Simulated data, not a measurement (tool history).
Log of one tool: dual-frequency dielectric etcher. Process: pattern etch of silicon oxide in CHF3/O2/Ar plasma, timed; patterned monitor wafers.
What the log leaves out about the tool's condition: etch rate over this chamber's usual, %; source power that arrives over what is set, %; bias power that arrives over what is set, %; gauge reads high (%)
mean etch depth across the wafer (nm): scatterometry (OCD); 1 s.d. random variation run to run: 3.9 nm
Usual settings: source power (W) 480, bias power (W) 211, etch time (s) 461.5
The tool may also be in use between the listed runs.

| run | hour | source power (W) | bias power (W) | etch time (s) | wafers since the last listed run | hours since the last wet clean | hours since the last source power generator calibration | hours since the last bias power generator calibration | hours since the last upper electrode change | hours since the gauge calibration | read-back reference wafer on the same gauge, depth_nm | mean etch depth across the wafer (nm) |
|---|---|---|---|---|---|---|---|---|---|---|---|---|
| 1 | 0.0 | 480 | 211 | 461.5 | 0 | 0.5 | 4234.3 | 1485.8 | 3141.3 | 328.0 | 776.6 | 829.5 |
| 2 | 70.9 | 480 | 211 | 461.5 | 287 | 71.4 | 4305.2 | 1556.7 | 3212.2 | 398.9 | 779.0 | 831.3 |
| 3 | 109.5 | 480 | 211 | 461.5 | 156 | 110.0 | 4343.8 | 1595.3 | 3250.8 | 437.5 | 778.0 | 834.7 |
| 4 | 175.8 | 480 | 211 | 461.5 | 268 | 176.3 | 4410.1 | 1661.6 | 3317.1 | 503.8 | 779.6 | 830.9 |
| 5 | 213.7 | 480 | 211 | 461.5 | 153 | 214.2 | 4448.0 | 1699.5 | 3355.0 | 541.7 | 780.3 | 829.3 |
|  | 369.2 | wet clean of the chamber |
| 6 | 369.7 | 520 | 211 | 461.5 | 535 | 0.5 | 4604.0 | 1855.5 | 3511.0 | 697.7 | 782.6 | 857.8 |
| 7 | 382.6 | 520 | 211 | 461.5 | 52 | 13.4 | 4616.9 | 1868.4 | 3523.9 | 710.6 | 781.9 | 858.9 |
| 8 | 427.0 | 520 | 211 | 461.5 | 180 | 57.8 | 4661.3 | 1912.8 | 3568.3 | 755.0 | 782.6 | 855.3 |
|  | 485.3 | bias power generator calibrated |
| 9 | 485.7 | 480 | 186 | 461.5 | 221 | 116.5 | 4720.0 | 0.4 | 3627.0 | 813.7 | 783.4 | 804.1 |
|  | 513.6 | upper electrode replaced |
| 10 | 525.4 | 480 | 186 | 461.5 | 63 | 156.2 | 4759.7 | 40.1 | 11.8 | 853.4 | 783.1 | 804.1 |
|  | 549.4 | source power generator calibrated |
| 11 | 587.8 | 480 | 249 | 461.5 | 236 | 218.6 | 38.4 | 102.5 | 74.2 | 915.8 | 784.2 | 879.1 |
| 12 | 643.0 | 480 | 249 | 461.5 | 223 | 273.8 | 93.6 | 157.7 | 129.4 | 971.0 | 784.1 | 876.5 |
| 13 | 693.2 | 480 | 211 | 461.5 | 203 | 324.0 | 143.8 | 207.9 | 179.6 | 1021.2 | 784.4 | 830.6 |
| 14 | 732.6 | 520 | 211 | 461.5 | 159 | 363.4 | 183.2 | 247.3 | 219.0 | 1060.6 | 785.3 | 862.1 |
|  | 781.6 | wet clean of the chamber |
| 15 | 787.5 | 440 | 258 | 461.5 | 125 | 5.9 | 238.1 | 302.2 | 273.9 | 1115.5 | 784.4 | 855.9 |
| 16 | 856.6 | 480 | 178 | 461.5 | 280 | 75.0 | 307.2 | 371.3 | 343.0 | 1184.6 | 784.6 | 800.7 |
| 17 | 908.5 | 560 | 259 | 461.5 | 210 | 126.9 | 359.1 | 423.2 | 394.9 | 1236.5 | 785.6 | 938.0 |
| 18 | 933.1 | 550 | 241 | 576.0 | 99 | 151.5 | 383.7 | 447.8 | 419.5 | 1261.1 | 785.0 | 1138.7 |
| 19 | 973.0 | 550 | 231 | 545.0 | 161 | 191.4 | 423.6 | 487.7 | 459.4 | 1301.0 | 784.9 | 1054.3 |
|  | 1012.6 | gauge calibrated |
| 20 | 1013.8 | 590 | 189 | 532.0 | 165 | 232.2 | 464.4 | 528.5 | 500.2 | 1.2 | 769.7 | 998.5 |
| 21 | 1054.2 | 400 | 179 | 342.5 | 163 | 272.6 | 504.8 | 568.9 | 540.6 | 41.6 | 771.6 | 542.8 |
|  | 1109.2 | wet clean of the chamber |
| 22 | 1110.4 | 480 | 211 | 461.5 | 130 | 1.2 | 561.0 | 625.1 | 596.8 | 97.8 | 773.6 | 821.6 |
| 23 | 1162.9 | 480 | 211 | 461.5 | 212 | 53.7 | 613.5 | 677.6 | 649.3 | 150.3 | 774.4 | 827.9 |
| 24 | 1232.8 | 550 | 241 | 576.0 | 283 | 123.6 | 683.4 | 747.5 | 719.2 | 220.2 | 776.5 | 1140.3 |
| 25 | 1301.8 | 480 | 211 | 378.0 | 279 | 192.6 | 752.4 | 816.5 | 788.2 | 289.2 | 778.7 | 683.5 |
| 26 | 1357.6 | 590 | 237 | 425.5 | 226 | 248.4 | 808.2 | 872.3 | 844.0 | 345.0 | 779.3 | 850.5 |
| 27 | 1421.3 | 480 | 192 | 461.5 | 258 | 312.1 | 871.9 | 936.0 | 907.7 | 408.7 | 779.8 | 809.3 |
|  | 1446.2 | wet clean of the chamber |
| 28 | 1475.8 | 480 | 211 | 461.5 | 123 | 29.6 | 926.4 | 990.5 | 962.2 | 463.2 | 781.3 | 836.5 |
| 29 | 1538.7 | 560 | 211 | 591.5 | 255 | 92.5 | 989.3 | 1053.4 | 1025.1 | 526.1 | 783.1 | 1126.0 |

Some steps in mean etch depth across the wafer (nm), run to run, broken into two amounts with sign: the step expected even without the hidden condition (settings, incoming material, random variation), and the rest, left for the hidden condition together with whatever gauge scatter is not in both the measured and the hidden-condition-free result:
Run 19 -> 20: source power (W) 550 -> 590, bias power (W) 231 -> 189, etch time (s) 545.0 -> 532.0, gauge calibrated. mean etch depth across the wafer (nm) -55.8: hidden state -20.6, all else -35.2.
Run 20 -> 21: source power (W) 590 -> 400, bias power (W) 189 -> 179, etch time (s) 532.0 -> 342.5. mean etch depth across the wafer (nm) -455.7: hidden state +1.3, all else -457.0.
Run 24 -> 25: source power (W) 550 -> 480, bias power (W) 241 -> 211, etch time (s) 576.0 -> 378.0. mean etch depth across the wafer (nm) -456.8: hidden state -2.5, all else -454.3.
Run 28 -> 29: source power (W) 480 -> 560, etch time (s) 461.5 -> 591.5. mean etch depth across the wafer (nm) +289.5: hidden state +5.2, all else +284.3.

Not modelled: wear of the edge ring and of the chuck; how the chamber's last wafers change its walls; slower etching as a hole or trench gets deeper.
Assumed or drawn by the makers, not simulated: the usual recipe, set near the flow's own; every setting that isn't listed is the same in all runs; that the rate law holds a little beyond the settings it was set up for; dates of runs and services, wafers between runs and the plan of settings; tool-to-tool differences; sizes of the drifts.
